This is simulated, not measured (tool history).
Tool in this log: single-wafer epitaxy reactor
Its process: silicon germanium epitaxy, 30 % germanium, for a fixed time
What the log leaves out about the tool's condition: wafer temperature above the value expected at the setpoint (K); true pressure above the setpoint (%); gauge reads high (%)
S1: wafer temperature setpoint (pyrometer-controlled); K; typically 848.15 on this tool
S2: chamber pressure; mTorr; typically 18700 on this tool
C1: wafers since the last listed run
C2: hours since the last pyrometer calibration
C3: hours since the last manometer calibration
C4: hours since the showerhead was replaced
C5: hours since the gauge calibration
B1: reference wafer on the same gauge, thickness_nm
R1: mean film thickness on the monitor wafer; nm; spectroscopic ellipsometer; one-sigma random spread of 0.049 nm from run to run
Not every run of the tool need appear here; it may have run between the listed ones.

| run | day | S1 | S2 | C1 | C2 | C3 | C4 | C5 | B1 | R1 |
|---|---|---|---|---|---|---|---|---|---|---|
| 1 | 0.000 | 848.15 | 21000 | 0 | 1747.9 | 1882.7 | 5564.1 | 505.2 | 38.189 | 32.453 |
| 2 | 1.533 | 848.15 | 18700 | 610 | 1784.7 | 1919.5 | 5600.9 | 542.0 | 38.204 | 31.530 |
| 3 | 2.692 | 848.15 | 18700 | 460 | 1812.5 | 1947.3 | 5628.7 | 569.8 | 38.193 | 31.495 |
| 4 | 5.425 | 848.15 | 18700 | 1087 | 1878.1 | 2012.9 | 5694.3 | 635.4 | 38.197 | 31.469 |
| 5 | 11.079 | 848.15 | 18700 | 2249 | 2013.8 | 2148.6 | 5830.0 | 771.1 | 38.185 | 31.224 |
| 6 | 13.708 | 848.15 | 18700 | 1046 | 2076.9 | 2211.7 | 5893.1 | 834.2 | 38.207 | 31.266 |
| 7 | 16.038 | 838.15 | 16400 | 926 | 2132.8 | 2267.6 | 5949.0 | 890.1 | 38.183 | 25.490 |
|  | 18.354 | showerhead replaced |
|  | 21.421 | pyrometer calibrated |
| 8 | 22.108 | 840.15 | 22400 | 2150 | 16.5 | 2413.3 | 90.1 | 1035.8 | 38.186 | 28.918 |
|  | 27.938 | capacitance manometer re-zeroed and calibrated |
| 9 | 27.958 | 840.15 | 18700 | 2195 | 156.9 | 0.5 | 230.5 | 1176.2 | 38.195 | 28.188 |
| 10 | 29.417 | 860.15 | 20200 | 580 | 191.9 | 35.5 | 265.5 | 1211.2 | 38.187 | 40.239 |
| 11 | 31.317 | 858.15 | 16000 | 756 | 237.5 | 81.1 | 311.1 | 1256.8 | 38.203 | 36.727 |
| 12 | 32.438 | 862.15 | 22000 | 445 | 264.4 | 108.0 | 338.0 | 1283.7 | 38.206 | 42.587 |
| 13 | 34.317 | 853.15 | 16400 | 747 | 309.5 | 153.1 | 383.1 | 1328.8 | 38.200 | 33.962 |
|  | 34.788 | gauge calibrated |
| 14 | 35.858 | 848.15 | 18700 | 613 | 346.5 | 190.1 | 420.1 | 25.7 | 38.198 | 32.328 |
| 15 | 36.967 | 848.15 | 18700 | 441 | 373.1 | 216.7 | 446.7 | 52.3 | 38.210 | 32.269 |
| 16 | 39.362 | 843.15 | 20200 | 953 | 430.6 | 274.2 | 504.2 | 109.8 | 38.190 | 30.224 |
| 17 | 40.750 | 848.15 | 14100 | 552 | 463.9 | 307.5 | 537.5 | 143.1 | 38.220 | 30.139 |
| 18 | 43.121 | 834.15 | 23300 | 943 | 520.8 | 364.4 | 594.4 | 200.0 | 38.213 | 26.827 |
| 19 | 44.533 | 839.15 | 15300 | 562 | 554.7 | 398.3 | 628.3 | 233.9 | 38.201 | 26.328 |

Consider 3 possible next runs. They are alternatives, not a sequence: every one starts from the tool as it was left by run 19. What does each give?
| A | 44.550 | 848.15 | 16200 | 6 | 555.1 | 398.7 | 628.7 | 234.3 | ? | ? |
| B | 44.550 | 843.15 | 21900 | 6 | 555.1 | 398.7 | 628.7 | 234.3 | ? | ? |
| C | 44.550 | 837.15 | 23000 | 6 | 555.1 | 398.7 | 628.7 | 234.3 | ? | ? |

| run | B1 | R1 |
|---|---|---|
| A | 38.213 | 31.162 |
| B | 38.213 | 30.881 |
| C | 38.213 | 28.202 |
The same runs, with their run-to-run variation unchanged, on a tool lacking any hidden condition would have given:
| run | R1 |
|---|---|
| A | 31.261 |
| B | 30.980 |
| C | 28.294 |

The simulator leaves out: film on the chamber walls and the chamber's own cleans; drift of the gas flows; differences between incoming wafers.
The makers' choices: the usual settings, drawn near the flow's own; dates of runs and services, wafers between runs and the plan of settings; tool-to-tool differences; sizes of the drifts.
